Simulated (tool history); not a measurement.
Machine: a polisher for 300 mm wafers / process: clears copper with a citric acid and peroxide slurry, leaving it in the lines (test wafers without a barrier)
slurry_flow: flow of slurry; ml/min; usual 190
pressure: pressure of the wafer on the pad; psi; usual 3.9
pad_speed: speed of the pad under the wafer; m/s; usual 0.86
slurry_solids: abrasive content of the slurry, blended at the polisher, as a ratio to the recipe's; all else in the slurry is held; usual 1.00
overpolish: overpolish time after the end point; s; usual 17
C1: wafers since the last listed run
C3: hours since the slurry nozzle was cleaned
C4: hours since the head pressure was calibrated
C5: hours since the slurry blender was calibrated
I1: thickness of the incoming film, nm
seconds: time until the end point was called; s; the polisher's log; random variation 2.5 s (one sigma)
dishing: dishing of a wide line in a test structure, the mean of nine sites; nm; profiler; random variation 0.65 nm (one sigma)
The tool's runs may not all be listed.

run 1 hour=0.0 | slurry_flow=150 pressure=3.9 pad_speed=0.86 slurry_solids=1.00 overpolish=17 | C1=0 wafers_polished_on_this_pad=924 C3=281.2 C4=79.3 C5=170.3 | I1=315.1 | seconds=143.2 dishing=26.9
run 2 hour=46.6 | slurry_flow=145 pressure=3.6 pad_speed=0.86 slurry_solids=1.00 overpolish=17 | C1=449 wafers_polished_on_this_pad=1374 C3=327.8 C4=125.9 C5=216.9 | I1=315.4 | seconds=158.0 dishing=25.4
-- hour=100.3 slurry nozzle cleaned
run 3 hour=113.2 | slurry_flow=145 pressure=3.6 pad_speed=0.86 slurry_solids=1.00 overpolish=17 | C1=633 wafers_polished_on_this_pad=2007 C3=12.9 C4=192.5 C5=283.5 | I1=316.7 | seconds=156.5 dishing=24.9
run 4 hour=175.1 | slurry_flow=210 pressure=3.9 pad_speed=0.86 slurry_solids=1.00 overpolish=17 | C1=597 wafers_polished_on_this_pad=2605 C3=74.8 C4=254.4 C5=345.4 | I1=314.7 | seconds=145.8 dishing=26.5
-- hour=182.0 slurry blender recalibrated
run 5 hour=245.2 | slurry_flow=190 pressure=3.9 pad_speed=0.86 slurry_solids=1.00 overpolish=17 | C1=657 wafers_polished_on_this_pad=3262 C3=144.9 C4=324.5 C5=63.2 | I1=311.3 | seconds=163.5 dishing=23.8
-- hour=257.6 worn pad replaced by a new one
run 6 hour=313.3 | slurry_flow=190 pressure=3.9 pad_speed=0.86 slurry_solids=1.00 overpolish=11 | C1=618 wafers_polished_on_this_pad=537 C3=213.0 C4=392.6 C5=131.3 | I1=317.6 | seconds=160.2 dishing=16.5
run 7 hour=344.4 | slurry_flow=190 pressure=3.9 pad_speed=0.86 slurry_solids=1.00 overpolish=17 | C1=300 wafers_polished_on_this_pad=838 C3=244.1 C4=423.7 C5=162.4 | I1=315.1 | seconds=159.7 dishing=24.9
run 8 hour=407.0 | slurry_flow=190 pressure=3.9 pad_speed=0.86 slurry_solids=1.00 overpolish=17 | C1=604 wafers_polished_on_this_pad=1442 C3=306.7 C4=486.3 C5=225.0 | I1=314.3 | seconds=168.1 dishing=23.1
-- hour=418.3 slurry blender recalibrated, repeated, since the last time left the tool worse
run 9 hour=439.9 | slurry_flow=190 pressure=3.9 pad_speed=0.86 slurry_solids=1.00 overpolish=17 | C1=298 wafers_polished_on_this_pad=1740 C3=339.6 C4=519.2 C5=21.6 | I1=317.9 | seconds=137.3 dishing=30.0
-- hour=473.3 slurry nozzle cleaned
run 10 hour=485.3 | slurry_flow=190 pressure=3.9 pad_speed=0.86 slurry_solids=1.00 overpolish=17 | C1=428 wafers_polished_on_this_pad=2169 C3=12.0 C4=564.6 C5=67.0 | I1=316.4 | seconds=139.7 dishing=29.1
run 11 hour=548.0 | slurry_flow=235 pressure=3.9 pad_speed=0.86 slurry_solids=1.00 overpolish=17 | C1=605 wafers_polished_on_this_pad=2774 C3=74.7 C4=627.3 C5=129.7 | I1=320.2 | seconds=135.5 dishing=28.2
-- hour=564.3 worn pad replaced by a new one
run 12 hour=597.7 | slurry_flow=235 pressure=3.9 pad_speed=0.86 slurry_solids=1.00 overpolish=17 | C1=441 wafers_polished_on_this_pad=322 C3=124.4 C4=677.0 C5=179.4 | I1=314.5 | seconds=129.2 dishing=28.3
run 13 hour=646.0 | slurry_flow=135 pressure=3.9 pad_speed=1.00 slurry_solids=1.10 overpolish=24 | C1=466 wafers_polished_on_this_pad=788 C3=172.7 C4=725.3 C5=227.7 | I1=315.2 | seconds=123.0 dishing=42.0
-- hour=697.3 slurry blender recalibrated
run 14 hour=717.4 | slurry_flow=190 pressure=4.5 pad_speed=0.86 slurry_solids=1.15 overpolish=17 | C1=669 wafers_polished_on_this_pad=1458 C3=244.1 C4=796.7 C5=20.1 | I1=316.2 | seconds=112.1 dishing=33.1
-- hour=803.9 slurry nozzle cleaned
run 15 hour=849.7 | slurry_flow=190 pressure=3.9 pad_speed=0.76 slurry_solids=1.20 overpolish=17 | C1=1267 wafers_polished_on_this_pad=2725 C3=45.8 C4=929.0 C5=152.4 | I1=312.7 | seconds=142.5 dishing=27.2

Run 16 comes next. What will it give?
-- hour=900.3 head pressure recalibrated
run 16 hour=915.1 | slurry_flow=190 pressure=3.9 pad_speed=0.86 slurry_solids=1.00 overpolish=17 | C1=611 wafers_polished_on_this_pad=3337 C3=111.2 C4=14.8 C5=217.8 | I1=314.7 | seconds=? dishing=?

For run 16 the tool returned seconds 140.3 s, dishing 27.5 nm.
Take away the tool's hidden state, keep the run-to-run variation as it was, and the same run would have given seconds 136.1 s, dishing 28.3 nm.
